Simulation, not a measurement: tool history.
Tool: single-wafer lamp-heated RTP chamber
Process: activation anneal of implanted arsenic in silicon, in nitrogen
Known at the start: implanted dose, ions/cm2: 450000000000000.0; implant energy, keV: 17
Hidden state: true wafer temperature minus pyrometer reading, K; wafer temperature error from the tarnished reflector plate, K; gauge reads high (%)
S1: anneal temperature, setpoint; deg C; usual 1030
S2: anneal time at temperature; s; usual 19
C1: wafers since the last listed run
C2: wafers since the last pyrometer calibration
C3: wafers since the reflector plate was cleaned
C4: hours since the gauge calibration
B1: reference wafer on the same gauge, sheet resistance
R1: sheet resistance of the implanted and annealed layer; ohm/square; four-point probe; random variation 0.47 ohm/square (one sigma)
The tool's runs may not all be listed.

run 1 hour=0 | S1=1047 S2=19 | C1=0 C2=2595 C3=6148 C4=1160.6 | B1=223.79 | R1=225.3
run 2 hour=93.9 | S1=1037 S2=16 | C1=1874 C2=4469 C3=8022 C4=1254.5 | B1=224.07 | R1=228.34
-- hour=230.4 reflector plate cleaned
run 3 hour=296.8 | S1=1037 S2=16 | C1=3890 C2=8359 C3=1325 C4=1457.4 | B1=224.08 | R1=227.62
run 4 hour=361.2 | S1=1022 S2=19 | C1=1285 C2=9645 C3=2610 C4=1521.8 | B1=223.76 | R1=227.53
-- hour=431.4 gauge calibrated
-- hour=448.1 pyrometer window cleaned and pyrometer calibrated
run 5 hour=451.7 | S1=1022 S2=19 | C1=1646 C2=71 C3=4257 C4=20.3 | B1=223.75 | R1=229.66
run 6 hour=502.1 | S1=1030 S2=19 | C1=1005 C2=1077 C3=5263 C4=70.7 | B1=223.99 | R1=228.69
run 7 hour=774.6 | S1=1040 S2=19 | C1=5439 C2=6516 C3=10702 C4=343.2 | B1=224.1 | R1=225.94
-- hour=808.7 reflector plate cleaned
run 8 hour=835.5 | S1=1040 S2=19 | C1=1055 C2=7572 C3=535 C4=404.1 | B1=224.21 | R1=225.52
run 9 hour=898.9 | S1=1040 S2=19 | C1=1265 C2=8838 C3=1800 C4=467.5 | B1=223.88 | R1=225.02
-- hour=961.9 pyrometer window cleaned and pyrometer calibrated
run 10 hour=995 | S1=1030 S2=21 | C1=1758 C2=661 C3=3559 C4=563.6 | B1=224.13 | R1=227.95
run 11 hour=1037.1 | S1=1030 S2=23 | C1=840 C2=1501 C3=4399 C4=605.7 | B1=224.08 | R1=227.13
run 12 hour=1092.8 | S1=1030 S2=19 | C1=1111 C2=2613 C3=5511 C4=661.4 | B1=224.13 | R1=229.26
run 13 hour=1139.7 | S1=1030 S2=19 | C1=936 C2=3549 C3=6447 C4=708.3 | B1=223.93 | R1=228.01
run 14 hour=1189.9 | S1=1030 S2=19 | C1=1001 C2=4551 C3=7449 C4=758.5 | B1=223.99 | R1=228.44
-- hour=1250.4 reflector plate cleaned
run 15 hour=1289.3 | S1=1030 S2=19 | C1=1824 C2=6376 C3=775 C4=857.9 | B1=223.9 | R1=227.47
run 16 hour=1488.9 | S1=1030 S2=9 | C1=3983 C2=10360 C3=4759 C4=1057.5 | B1=223.88 | R1=232.35
-- hour=1529 pyrometer window cleaned and pyrometer calibrated
run 17 hour=1594.5 | S1=1037 S2=16 | C1=1948 C2=1308 C3=6707 C4=1163.1 | B1=223.96 | R1=229.76
run 18 hour=1696.1 | S1=1038 S2=10 | C1=2027 C2=3336 C3=8735 C4=1264.7 | B1=224.16 | R1=231.46
-- hour=1705.4 reflector plate cleaned
run 19 hour=1782.1 | S1=1006 S2=15 | C1=1556 C2=4892 C3=1530 C4=1350.7 | B1=223.92 | R1=234.07
-- hour=1850 gauge calibrated
run 20 hour=1850.4 | S1=1041 S2=8 | C1=1363 C2=6256 C3=2893 C4=0.4 | B1=223.88 | R1=232.3
run 21 hour=1904.4 | S1=1048 S2=19 | C1=1077 C2=7334 C3=3971 C4=54.4 | B1=224.02 | R1=224.04
run 22 hour=1990.8 | S1=1022 S2=10 | C1=1724 C2=9058 C3=5696 C4=140.8 | B1=224.02 | R1=233.83
-- hour=2012.7 pyrometer window cleaned and pyrometer calibrated
run 23 hour=2074.4 | S1=1016 S2=16 | C1=1508 C2=1232 C3=7205 C4=224.4 | B1=224.13 | R1=232.05
run 24 hour=2113.1 | S1=1030 S2=19 | C1=772 C2=2004 C3=7977 C4=263.1 | B1=223.84 | R1=229.04
-- hour=2162.8 reflector plate cleaned
run 25 hour=2193.1 | S1=1030 S2=26 | C1=1437 C2=3441 C3=604 C4=343.1 | B1=223.98 | R1=225.78
run 26 hour=2291.4 | S1=1040 S2=19 | C1=1962 C2=5403 C3=2566 C4=441.4 | B1=223.91 | R1=226.25
run 27 hour=2334.3 | S1=1018 S2=28 | C1=856 C2=6260 C3=3422 C4=484.3 | B1=223.93 | R1=227.26
run 28 hour=2380.7 | S1=1004 S2=25 | C1=926 C2=7186 C3=4348 C4=530.7 | B1=223.88 | R1=230.26
-- hour=2447.3 pyrometer window cleaned and pyrometer calibrated
run 29 hour=2454.2 | S1=1011 S2=19 | C1=1307 C2=137 C3=5656 C4=604.2 | B1=223.68 | R1=231.8
run 30 hour=2531.5 | S1=1045 S2=9 | C1=1542 C2=1680 C3=7199 C4=681.5 | B1=223.92 | R1=231.97

Hidden state at the last listed run before each entry between runs and at the first one after, where it differs:
Between runs 2 and 3: reflector plate cleaned (hour 230.4)
  true wafer temperature minus pyrometer reading, K: 2.75 -> 8.94
  measured less the result without the state, R1: -0.51 -> -1.71 ohm/square
Between runs 4 and 5: gauge calibrated (hour 431.4); pyrometer window cleaned and pyrometer calibrated (hour 448.1)
  true wafer temperature minus pyrometer reading, K: 11.7 -> 0.646
  measured less the result without the state, R1: -2.07 -> -0.11 ohm/square
Between runs 7 and 8: reflector plate cleaned (hour 808.7)
  true wafer temperature minus pyrometer reading, K: 5.64 -> 7.67
  measured less the result without the state, R1: -1.18 -> -1.61 ohm/square
Between runs 9 and 10: pyrometer window cleaned and pyrometer calibrated (hour 961.9)
  true wafer temperature minus pyrometer reading, K: 10.2 -> 0.321
  measured less the result without the state, R1: -2.16 -> -0.06 ohm/square
Between runs 14 and 15: reflector plate cleaned (hour 1250.4)
  true wafer temperature minus pyrometer reading, K: 2.7 -> 5.29
  measured less the result without the state, R1: -0.5 -> -0.99 ohm/square
Between runs 16 and 17: pyrometer window cleaned and pyrometer calibrated (hour 1529)
  true wafer temperature minus pyrometer reading, K: 13.3 -> 1.21
  measured less the result without the state, R1: -1.74 -> -0.23 ohm/square
Between runs 18 and 19: reflector plate cleaned (hour 1705.4)
  true wafer temperature minus pyrometer reading, K: 2.32 -> 4.01
  measured less the result without the state, R1: -0.34 -> -0.44 ohm/square
Between runs 19 and 20: gauge calibrated (hour 1850)
  true wafer temperature minus pyrometer reading, K: 4.01 -> 5.85
  measured less the result without the state, R1: -0.44 -> -0.79 ohm/square
Between runs 22 and 23: pyrometer window cleaned and pyrometer calibrated (hour 2012.7)
  true wafer temperature minus pyrometer reading, K: 11 -> 0.234
  measured less the result without the state, R1: -1.36 -> -0.03 ohm/square
Between runs 24 and 25: reflector plate cleaned (hour 2162.8)
  true wafer temperature minus pyrometer reading, K: 0.527 -> 1.58
  measured less the result without the state, R1: -0.1 -> -0.34 ohm/square
Between runs 28 and 29: pyrometer window cleaned and pyrometer calibrated (hour 2447.3)
  true wafer temperature minus pyrometer reading, K: 6.4 -> 0.466
  measured less the result without the state, R1: -0.94 -> -0.06 ohm/square
